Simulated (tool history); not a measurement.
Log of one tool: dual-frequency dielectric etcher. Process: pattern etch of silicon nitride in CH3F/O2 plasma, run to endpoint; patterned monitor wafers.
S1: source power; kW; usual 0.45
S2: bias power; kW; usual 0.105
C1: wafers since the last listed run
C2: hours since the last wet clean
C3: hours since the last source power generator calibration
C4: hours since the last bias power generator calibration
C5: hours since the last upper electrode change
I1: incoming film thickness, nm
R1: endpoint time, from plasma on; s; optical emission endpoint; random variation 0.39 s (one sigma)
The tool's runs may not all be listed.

{"run": 1, "hour": 0.0, "S1": 0.45, "S2": 0.091, "C1": 0, "C2": 269, "C3": 5244.2, "C4": 3843.4, "C5": 3223.2, "I1": 102.7, "R1": 102.7}
{"run": 2, "hour": 13.1, "S1": 0.45, "S2": 0.091, "C1": 63, "C2": 282.1, "C3": 5257.3, "C4": 3856.5, "C5": 3236.3, "I1": 102.5, "R1": 103.5}
{"run": 3, "hour": 28.5, "S1": 0.45, "S2": 0.091, "C1": 74, "C2": 297.5, "C3": 5272.7, "C4": 3871.9, "C5": 3251.7, "I1": 102.3, "R1": 103.2}
{"run": 4, "hour": 40.5, "S1": 0.51, "S2": 0.105, "C1": 58, "C2": 309.5, "C3": 5284.7, "C4": 3883.9, "C5": 3263.7, "I1": 101.6, "R1": 92.8}
{"run": 5, "hour": 52.8, "S1": 0.51, "S2": 0.105, "C1": 59, "C2": 321.8, "C3": 5297, "C4": 3896.2, "C5": 3276, "I1": 101.8, "R1": 92.9}
{"run": 6, "hour": 67.2, "S1": 0.51, "S2": 0.105, "C1": 69, "C2": 336.2, "C3": 5311.4, "C4": 3910.6, "C5": 3290.4, "I1": 102.2, "R1": 92.9}
{"run": 7, "hour": 78.1, "S1": 0.45, "S2": 0.105, "C1": 52, "C2": 347.1, "C3": 5322.3, "C4": 3921.5, "C5": 3301.3, "I1": 102.2, "R1": 98.5}
{"run": 8, "hour": 84.8, "S1": 0.45, "S2": 0.111, "C1": 32, "C2": 353.8, "C3": 5329, "C4": 3928.2, "C5": 3308, "I1": 102.7, "R1": 98.1}
{"run": 9, "hour": 92.5, "S1": 0.45, "S2": 0.105, "C1": 37, "C2": 361.5, "C3": 5336.7, "C4": 3935.9, "C5": 3315.7, "I1": 103, "R1": 99.8}
{"run": 10, "hour": 100.0, "S1": 0.45, "S2": 0.105, "C1": 36, "C2": 369, "C3": 5344.2, "C4": 3943.4, "C5": 3323.2, "I1": 103.1, "R1": 99.5}
{"run": 11, "hour": 114.9, "S1": 0.45, "S2": 0.105, "C1": 72, "C2": 383.9, "C3": 5359.1, "C4": 3958.3, "C5": 3338.1, "I1": 103.5, "R1": 100.2}
{"run": 12, "hour": 129.6, "S1": 0.4, "S2": 0.115, "C1": 71, "C2": 398.6, "C3": 5373.8, "C4": 3973, "C5": 3352.8, "I1": 102, "R1": 100.7}
{"run": 13, "hour": 140.4, "S1": 0.35, "S2": 0.097, "C1": 52, "C2": 409.4, "C3": 5384.6, "C4": 3983.8, "C5": 3363.6, "I1": 102, "R1": 112.8}
{"run": 14, "hour": 147.1, "S1": 0.52, "S2": 0.096, "C1": 32, "C2": 416.1, "C3": 5391.3, "C4": 3990.5, "C5": 3370.3, "I1": 102.8, "R1": 96.4}
{"run": 15, "hour": 160.7, "S1": 0.45, "S2": 0.105, "C1": 65, "C2": 429.7, "C3": 5404.9, "C4": 4004.1, "C5": 3383.9, "I1": 102.9, "R1": 99.5}
{"run": 16, "hour": 177.3, "S1": 0.37, "S2": 0.122, "C1": 80, "C2": 446.3, "C3": 5421.5, "C4": 4020.7, "C5": 3400.5, "I1": 102.6, "R1": 104}
{"run": 17, "hour": 192.7, "S1": 0.56, "S2": 0.112, "C1": 74, "C2": 461.7, "C3": 5436.9, "C4": 4036.1, "C5": 3415.9, "I1": 102.4, "R1": 89.6}
{"hour": 199.1, "done": "source power generator calibrated"}
{"hour": 227.3, "done": "bias power generator calibrated"}
{"hour": 229.4, "done": "upper electrode replaced"}
{"run": 18, "hour": 229.9, "S1": 0.36, "S2": 0.095, "C1": 130, "C2": 498.9, "C3": 30.8, "C4": 2.6, "C5": 0.5, "I1": 103.1, "R1": 113.9}
{"run": 19, "hour": 230.3, "S1": 0.49, "S2": 0.112, "C1": 1, "C2": 499.3, "C3": 31.2, "C4": 3, "C5": 0.9, "I1": 101.2, "R1": 93.5}
{"run": 20, "hour": 234.4, "S1": 0.54, "S2": 0.105, "C1": 19, "C2": 503.4, "C3": 35.3, "C4": 7.1, "C5": 5, "I1": 102.9, "R1": 92.9}
{"hour": 265.5, "done": "wet clean of the chamber"}
{"run": 21, "hour": 266.0, "S1": 0.41, "S2": 0.09, "C1": 36, "C2": 0.5, "C3": 66.9, "C4": 38.7, "C5": 36.6, "I1": 103.5, "R1": 107.7}
{"run": 22, "hour": 266.3, "S1": 0.45, "S2": 0.105, "C1": 1, "C2": 0.8, "C3": 67.2, "C4": 39, "C5": 36.9, "I1": 103.8, "R1": 98.4}
{"run": 23, "hour": 269.4, "S1": 0.35, "S2": 0.098, "C1": 15, "C2": 3.9, "C3": 70.3, "C4": 42.1, "C5": 40, "I1": 103.5, "R1": 112.1}
{"run": 24, "hour": 276.0, "S1": 0.48, "S2": 0.08, "C1": 31, "C2": 10.5, "C3": 76.9, "C4": 48.7, "C5": 46.6, "I1": 102.3, "R1": 102.3}
{"run": 25, "hour": 292.1, "S1": 0.49, "S2": 0.124, "C1": 77, "C2": 26.6, "C3": 93, "C4": 64.8, "C5": 62.7, "I1": 102.9, "R1": 90.6}
{"run": 26, "hour": 301.4, "S1": 0.45, "S2": 0.105, "C1": 45, "C2": 35.9, "C3": 102.3, "C4": 74.1, "C5": 72, "I1": 102.6, "R1": 98.8}
{"run": 27, "hour": 312.3, "S1": 0.55, "S2": 0.131, "C1": 52, "C2": 46.8, "C3": 113.2, "C4": 85, "C5": 82.9, "I1": 103, "R1": 84.9}
{"run": 28, "hour": 321.2, "S1": 0.45, "S2": 0.082, "C1": 43, "C2": 55.7, "C3": 122.1, "C4": 93.9, "C5": 91.8, "I1": 101.8, "R1": 105.1}
{"run": 29, "hour": 336.8, "S1": 0.42, "S2": 0.087, "C1": 75, "C2": 71.3, "C3": 137.7, "C4": 109.5, "C5": 107.4, "I1": 102.6, "R1": 106.4}
{"run": 30, "hour": 348.1, "S1": 0.4, "S2": 0.116, "C1": 54, "C2": 82.6, "C3": 149, "C4": 120.8, "C5": 118.7, "I1": 102.8, "R1": 100}
{"run": 31, "hour": 359.9, "S1": 0.37, "S2": 0.089, "C1": 57, "C2": 94.4, "C3": 160.8, "C4": 132.6, "C5": 130.5, "I1": 101.8, "R1": 111.8}
{"run": 32, "hour": 370.6, "S1": 0.4, "S2": 0.085, "C1": 51, "C2": 105.1, "C3": 171.5, "C4": 143.3, "C5": 141.2, "I1": 102.4, "R1": 109.8}
{"run": 33, "hour": 387.3, "S1": 0.5, "S2": 0.129, "C1": 80, "C2": 121.8, "C3": 188.2, "C4": 160, "C5": 157.9, "I1": 102.5, "R1": 88.2}
{"run": 34, "hour": 398.7, "S1": 0.45, "S2": 0.105, "C1": 55, "C2": 133.2, "C3": 199.6, "C4": 171.4, "C5": 169.3, "I1": 103.2, "R1": 99.9}
{"run": 35, "hour": 411.3, "S1": 0.35, "S2": 0.096, "C1": 60, "C2": 145.8, "C3": 212.2, "C4": 184, "C5": 181.9, "I1": 101.9, "R1": 113}
{"run": 36, "hour": 425.4, "S1": 0.45, "S2": 0.105, "C1": 68, "C2": 159.9, "C3": 226.3, "C4": 198.1, "C5": 196, "I1": 101.9, "R1": 98.5}

Forecast each of these 3 alternatives for the next run:
{"run": "A", "hour": 425.9, "S1": 0.45, "S2": 0.105, "C1": 2, "C2": 160.4, "C3": 226.8, "C4": 198.6, "C5": 196.5, "I1": 102.8, "R1": "?"}
{"run": "B", "hour": 425.9, "S1": 0.41, "S2": 0.098, "C1": 2, "C2": 160.4, "C3": 226.8, "C4": 198.6, "C5": 196.5, "I1": 102.8, "R1": "?"}
{"run": "C", "hour": 425.9, "S1": 0.45, "S2": 0.089, "C1": 2, "C2": 160.4, "C3": 226.8, "C4": 198.6, "C5": 196.5, "I1": 102.8, "R1": "?"}

run=A R1=98.9
run=B R1=105
run=C R1=103.7
Without the tool's hidden state the same runs would have given:
run=A R1=97.7
run=B R1=103.7
run=C R1=102.4
